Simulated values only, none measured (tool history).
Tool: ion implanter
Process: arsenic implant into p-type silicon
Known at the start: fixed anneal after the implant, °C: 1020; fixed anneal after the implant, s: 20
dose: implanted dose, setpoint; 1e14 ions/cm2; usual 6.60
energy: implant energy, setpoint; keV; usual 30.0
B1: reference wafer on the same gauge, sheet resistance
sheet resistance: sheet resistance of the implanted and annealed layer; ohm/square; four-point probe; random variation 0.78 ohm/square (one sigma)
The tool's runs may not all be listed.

{"run": 1, "hour": 0.0, "dose": 6.6, "energy": 30.0, "B1": 167.78, "sheet resistance": 149.39}
{"run": 2, "hour": 53.9, "dose": 6.6, "energy": 30.0, "B1": 168.24, "sheet resistance": 150.16}
{"run": 3, "hour": 125.2, "dose": 6.6, "energy": 30.0, "B1": 169.13, "sheet resistance": 151.89}
{"run": 4, "hour": 183.1, "dose": 6.6, "energy": 30.0, "B1": 169.89, "sheet resistance": 152.87}
{"run": 5, "hour": 248.8, "dose": 6.6, "energy": 30.0, "B1": 167.13, "sheet resistance": 149.19}
{"run": 6, "hour": 280.8, "dose": 6.6, "energy": 30.0, "B1": 166.92, "sheet resistance": 149.32}
{"run": 7, "hour": 328.5, "dose": 6.6, "energy": 30.0, "B1": 167.32, "sheet resistance": 150.14}
{"run": 8, "hour": 388.9, "dose": 6.6, "energy": 30.0, "B1": 167.54, "sheet resistance": 150.16}
{"run": 9, "hour": 420.5, "dose": 6.6, "energy": 30.0, "B1": 167.21, "sheet resistance": 151.77}
{"run": 10, "hour": 466.3, "dose": 6.6, "energy": 35.0, "B1": 167.86, "sheet resistance": 145.86}
{"run": 11, "hour": 508.1, "dose": 6.6, "energy": 35.0, "B1": 168.39, "sheet resistance": 146.62}
{"run": 12, "hour": 566.2, "dose": 8.01, "energy": 35.5, "B1": 168.53, "sheet resistance": 126.01}
{"run": 13, "hour": 689.1, "dose": 5.29, "energy": 30.0, "B1": 169.55, "sheet resistance": 181.25}
{"run": 14, "hour": 758.0, "dose": 4.93, "energy": 25.0, "B1": 166.48, "sheet resistance": 190.86}
{"run": 15, "hour": 783.1, "dose": 4.62, "energy": 21.5, "B1": 166.92, "sheet resistance": 205.34}
{"run": 16, "hour": 820.4, "dose": 7.87, "energy": 23.5, "B1": 166.95, "sheet resistance": 137.55}
{"run": 17, "hour": 891.8, "dose": 6.6, "energy": 40.0, "B1": 166.77, "sheet resistance": 144.03}
{"run": 18, "hour": 958.0, "dose": 5.02, "energy": 21.5, "B1": 167.65, "sheet resistance": 193.95}
{"run": 19, "hour": 1019.1, "dose": 6.6, "energy": 30.0, "B1": 167.54, "sheet resistance": 149.04}
{"run": 20, "hour": 1060.6, "dose": 6.6, "energy": 30.0, "B1": 167.98, "sheet resistance": 149.61}
{"run": 21, "hour": 1100.9, "dose": 6.6, "energy": 24.5, "B1": 168.16, "sheet resistance": 155.24}
{"run": 22, "hour": 1150.3, "dose": 6.6, "energy": 30.0, "B1": 168.73, "sheet resistance": 151.69}

Not shown: 4 entries that the log had between the listed runs. Between which runs, and how does the tool's hidden state differ before and after?
Between runs 4 and 5: gauge calibrated (hour 184.7)
  gauge reads high (%): 1.69 -> 0.0498
  measured less the result without the state, sheet resistance: +2.54 -> +0.07 ohm/square
Between runs 7 and 8: Faraday cup replaced and dose calibrated (hour 388.4)
  gauge reads high (%): 0.161 -> 0.303
  measured less the result without the state, sheet resistance: +0.24 -> +0.45 ohm/square
Between runs 9 and 10: extraction supply calibrated (hour 429.0)
  gauge reads high (%): 0.397 -> 0.556
  measured less the result without the state, sheet resistance: +0.60 -> +0.81 ohm/square
Between runs 13 and 14: gauge calibrated (hour 755.8)
  gauge reads high (%): 1.74 -> -0.0966
  measured less the result without the state, sheet resistance: +3.10 -> -0.18 ohm/square
